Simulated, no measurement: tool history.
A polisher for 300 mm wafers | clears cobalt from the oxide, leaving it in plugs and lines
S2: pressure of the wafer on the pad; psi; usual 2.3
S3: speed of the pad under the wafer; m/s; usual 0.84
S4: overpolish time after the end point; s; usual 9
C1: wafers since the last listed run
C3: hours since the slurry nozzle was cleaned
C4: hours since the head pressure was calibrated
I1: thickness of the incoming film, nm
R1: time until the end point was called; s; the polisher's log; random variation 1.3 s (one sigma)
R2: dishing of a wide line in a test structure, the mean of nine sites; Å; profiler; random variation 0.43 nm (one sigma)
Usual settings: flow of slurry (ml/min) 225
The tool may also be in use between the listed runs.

{"run": 1, "hour": 0.0, "flow of slurry (ml/min)": 225, "S2": 2.3, "S3": 0.84, "S4": 9, "C1": 0, "wafers polished on this pad": 305, "C3": 501.0, "C4": 1080.2, "I1": 329.6, "R1": 80.1, "R2": 245}
{"run": 2, "hour": 35.7, "flow of slurry (ml/min)": 225, "S2": 2.3, "S3": 0.84, "S4": 9, "C1": 214, "wafers polished on this pad": 520, "C3": 536.7, "C4": 1115.9, "I1": 328.5, "R1": 78.5, "R2": 248}
{"run": 3, "hour": 61.3, "flow of slurry (ml/min)": 275, "S2": 2.3, "S3": 0.84, "S4": 5, "C1": 154, "wafers polished on this pad": 674, "C3": 562.3, "C4": 1141.5, "I1": 330.4, "R1": 77.4, "R2": 156}
{"run": 4, "hour": 83.8, "flow of slurry (ml/min)": 275, "S2": 2.3, "S3": 0.84, "S4": 5, "C1": 135, "wafers polished on this pad": 810, "C3": 584.8, "C4": 1164.0, "I1": 326.5, "R1": 77.4, "R2": 161}
{"hour": 97.5, "done": "worn pad replaced by a new one"}
{"run": 5, "hour": 98.0, "flow of slurry (ml/min)": 225, "S2": 2.3, "S3": 0.84, "S4": 9, "C1": 61, "wafers polished on this pad": 3, "C3": 599.0, "C4": 1178.2, "I1": 333.9, "R1": 82.3, "R2": 246}
{"run": 6, "hour": 111.1, "flow of slurry (ml/min)": 225, "S2": 2.3, "S3": 0.84, "S4": 9, "C1": 78, "wafers polished on this pad": 82, "C3": 612.1, "C4": 1191.3, "I1": 332.8, "R1": 79.3, "R2": 241}
{"run": 7, "hour": 127.4, "flow of slurry (ml/min)": 225, "S2": 2.3, "S3": 0.84, "S4": 9, "C1": 98, "wafers polished on this pad": 180, "C3": 628.4, "C4": 1207.6, "I1": 333.1, "R1": 82.6, "R2": 236}
{"run": 8, "hour": 159.9, "flow of slurry (ml/min)": 225, "S2": 2.3, "S3": 0.84, "S4": 9, "C1": 195, "wafers polished on this pad": 375, "C3": 660.9, "C4": 1240.1, "I1": 330.7, "R1": 84.2, "R2": 241}
{"run": 9, "hour": 191.4, "flow of slurry (ml/min)": 225, "S2": 2.3, "S3": 0.84, "S4": 9, "C1": 189, "wafers polished on this pad": 565, "C3": 692.4, "C4": 1271.6, "I1": 326.9, "R1": 84.4, "R2": 237}
{"hour": 210.8, "done": "slurry nozzle cleaned"}
{"run": 10, "hour": 213.3, "flow of slurry (ml/min)": 225, "S2": 2.9, "S3": 0.84, "S4": 13, "C1": 125, "wafers polished on this pad": 691, "C3": 2.5, "C4": 1293.5, "I1": 328.5, "R1": 58.0, "R2": 372}
{"run": 11, "hour": 231.3, "flow of slurry (ml/min)": 225, "S2": 2.3, "S3": 0.84, "S4": 9, "C1": 108, "wafers polished on this pad": 799, "C3": 20.5, "C4": 1311.5, "I1": 327.0, "R1": 73.8, "R2": 263}
{"run": 12, "hour": 244.6, "flow of slurry (ml/min)": 270, "S2": 1.9, "S3": 0.84, "S4": 6, "C1": 80, "wafers polished on this pad": 879, "C3": 33.8, "C4": 1324.8, "I1": 328.6, "R1": 84.1, "R2": 174}
{"hour": 249.7, "done": "worn pad replaced by a new one"}
{"run": 13, "hour": 261.4, "flow of slurry (ml/min)": 275, "S2": 1.8, "S3": 0.74, "S4": 12, "C1": 77, "wafers polished on this pad": 70, "C3": 50.6, "C4": 1341.6, "I1": 330.7, "R1": 103.7, "R2": 252}
{"hour": 279.0, "done": "head pressure recalibrated"}
{"run": 14, "hour": 284.6, "flow of slurry (ml/min)": 225, "S2": 2.3, "S3": 0.84, "S4": 9, "C1": 127, "wafers polished on this pad": 198, "C3": 73.8, "C4": 5.6, "I1": 325.6, "R1": 72.1, "R2": 264}
{"run": 15, "hour": 298.4, "flow of slurry (ml/min)": 225, "S2": 2.3, "S3": 0.62, "S4": 4, "C1": 83, "wafers polished on this pad": 281, "C3": 87.6, "C4": 19.4, "I1": 333.7, "R1": 96.7, "R2": 109}
{"run": 16, "hour": 332.5, "flow of slurry (ml/min)": 225, "S2": 2.3, "S3": 1.02, "S4": 9, "C1": 205, "wafers polished on this pad": 486, "C3": 121.7, "C4": 53.5, "I1": 329.6, "R1": 62.9, "R2": 292}
{"run": 17, "hour": 372.7, "flow of slurry (ml/min)": 225, "S2": 2.3, "S3": 0.84, "S4": 9, "C1": 242, "wafers polished on this pad": 728, "C3": 161.9, "C4": 93.7, "I1": 328.7, "R1": 75.4, "R2": 256}
{"hour": 388.2, "done": "worn pad replaced by a new one"}
{"run": 18, "hour": 391.0, "flow of slurry (ml/min)": 250, "S2": 3.1, "S3": 0.98, "S4": 13, "C1": 86, "wafers polished on this pad": 17, "C3": 180.2, "C4": 112.0, "I1": 328.8, "R1": 47.0, "R2": 412}
{"run": 19, "hour": 404.2, "flow of slurry (ml/min)": 225, "S2": 2.3, "S3": 0.84, "S4": 9, "C1": 79, "wafers polished on this pad": 96, "C3": 193.4, "C4": 125.2, "I1": 327.1, "R1": 72.9, "R2": 263}

Forecast each of these 4 alternatives for the next run:
{"run": "A", "hour": 404.6, "flow of slurry (ml/min)": 225, "S2": 2.3, "S3": 0.84, "S4": 9, "C1": 2, "wafers polished on this pad": 98, "C3": 193.8, "C4": 125.6, "I1": 327.3, "R1": "?", "R2": "?"}
{"run": "B", "hour": 404.6, "flow of slurry (ml/min)": 270, "S2": 2.3, "S3": 0.84, "S4": 9, "C1": 2, "wafers polished on this pad": 98, "C3": 193.8, "C4": 125.6, "I1": 327.3, "R1": "?", "R2": "?"}
{"run": "C", "hour": 404.6, "flow of slurry (ml/min)": 225, "S2": 1.8, "S3": 0.84, "S4": 9, "C1": 2, "wafers polished on this pad": 98, "C3": 193.8, "C4": 125.6, "I1": 327.3, "R1": "?", "R2": "?"}
{"run": "D", "hour": 404.6, "flow of slurry (ml/min)": 245, "S2": 2.3, "S3": 0.84, "S4": 9, "C1": 2, "wafers polished on this pad": 98, "C3": 193.8, "C4": 125.6, "I1": 327.3, "R1": "?", "R2": "?"}

run=A R1=74.2 R2=256
run=B R1=72.4 R2=261
run=C R1=94.9 R2=215
run=D R1=73.3 R2=259
Without the tool's hidden state the same runs would have given:
run=A R1=72.5 R2=261
run=B R1=71.0 R2=264
run=C R1=92.6 R2=219
run=D R1=71.7 R2=262
